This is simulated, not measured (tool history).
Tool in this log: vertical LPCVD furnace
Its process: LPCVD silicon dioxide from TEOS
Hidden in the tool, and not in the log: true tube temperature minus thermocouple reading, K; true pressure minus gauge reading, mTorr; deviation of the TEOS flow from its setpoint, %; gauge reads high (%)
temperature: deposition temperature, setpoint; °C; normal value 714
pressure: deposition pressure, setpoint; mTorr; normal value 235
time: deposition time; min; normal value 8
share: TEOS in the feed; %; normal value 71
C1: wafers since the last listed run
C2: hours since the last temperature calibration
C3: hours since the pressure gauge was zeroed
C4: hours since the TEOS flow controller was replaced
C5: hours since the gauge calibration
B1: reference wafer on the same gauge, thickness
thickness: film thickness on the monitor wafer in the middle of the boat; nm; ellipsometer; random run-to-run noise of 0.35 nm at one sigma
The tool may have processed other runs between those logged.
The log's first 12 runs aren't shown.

{"run": 13, "hour": 634.9, "temperature": 723, "pressure": 180, "time": 8, "share": 78, "C1": 796, "C2": 2786.7, "C3": 291.2, "C4": 4848.6, "C5": 1304.3, "B1": 79.68, "thickness": 77.47}
{"run": 14, "hour": 685.6, "temperature": 723, "pressure": 265, "time": 7, "share": 82, "C1": 622, "C2": 2837.4, "C3": 341.9, "C4": 4899.3, "C5": 1355, "B1": 79.79, "thickness": 84.85}
{"run": 15, "hour": 718.3, "temperature": 714, "pressure": 235, "time": 8, "share": 79, "C1": 401, "C2": 2870.1, "C3": 374.6, "C4": 4932, "C5": 1387.7, "B1": 79.92, "thickness": 73.45}
{"hour": 755.9, "done": "TEOS flow controller replaced"}
{"hour": 829.6, "done": "thermocouples replaced and temperature profile calibrated"}
{"run": 16, "hour": 847.5, "temperature": 714, "pressure": 210, "time": 10.5, "share": 61, "C1": 997, "C2": 17.9, "C3": 503.8, "C4": 91.6, "C5": 1516.9, "B1": 79.66, "thickness": 79.4}
{"run": 17, "hour": 872.8, "temperature": 707, "pressure": 210, "time": 6.5, "share": 71, "C1": 310, "C2": 43.2, "C3": 529.1, "C4": 116.9, "C5": 1542.2, "B1": 79.73, "thickness": 45.88}
{"run": 18, "hour": 902.2, "temperature": 714, "pressure": 235, "time": 8, "share": 76, "C1": 361, "C2": 72.6, "C3": 558.5, "C4": 146.3, "C5": 1571.6, "B1": 79.64, "thickness": 72.06}
{"run": 19, "hour": 927.3, "temperature": 710, "pressure": 265, "time": 8, "share": 71, "C1": 308, "C2": 97.7, "C3": 583.6, "C4": 171.4, "C5": 1596.7, "B1": 79.8, "thickness": 67.43}
{"run": 20, "hour": 997.8, "temperature": 714, "pressure": 235, "time": 5, "share": 83, "C1": 866, "C2": 168.2, "C3": 654.1, "C4": 241.9, "C5": 1667.2, "B1": 79.74, "thickness": 46.76}
{"run": 21, "hour": 1026.5, "temperature": 720, "pressure": 260, "time": 5.5, "share": 81, "C1": 352, "C2": 196.9, "C3": 682.8, "C4": 270.6, "C5": 1695.9, "B1": 79.75, "thickness": 61.6}

Predict the results of run 22:
{"run": 22, "hour": 1089.8, "temperature": 703, "pressure": 235, "time": 8, "share": 61, "C1": 777, "C2": 260.2, "C3": 746.1, "C4": 333.9, "C5": 1759.2, "B1": "?", "thickness": "?"}

B1: 79.6
thickness: 50.05 nm
Had the tool carried no hidden state, the very same run would have given thickness 50.05 nm.
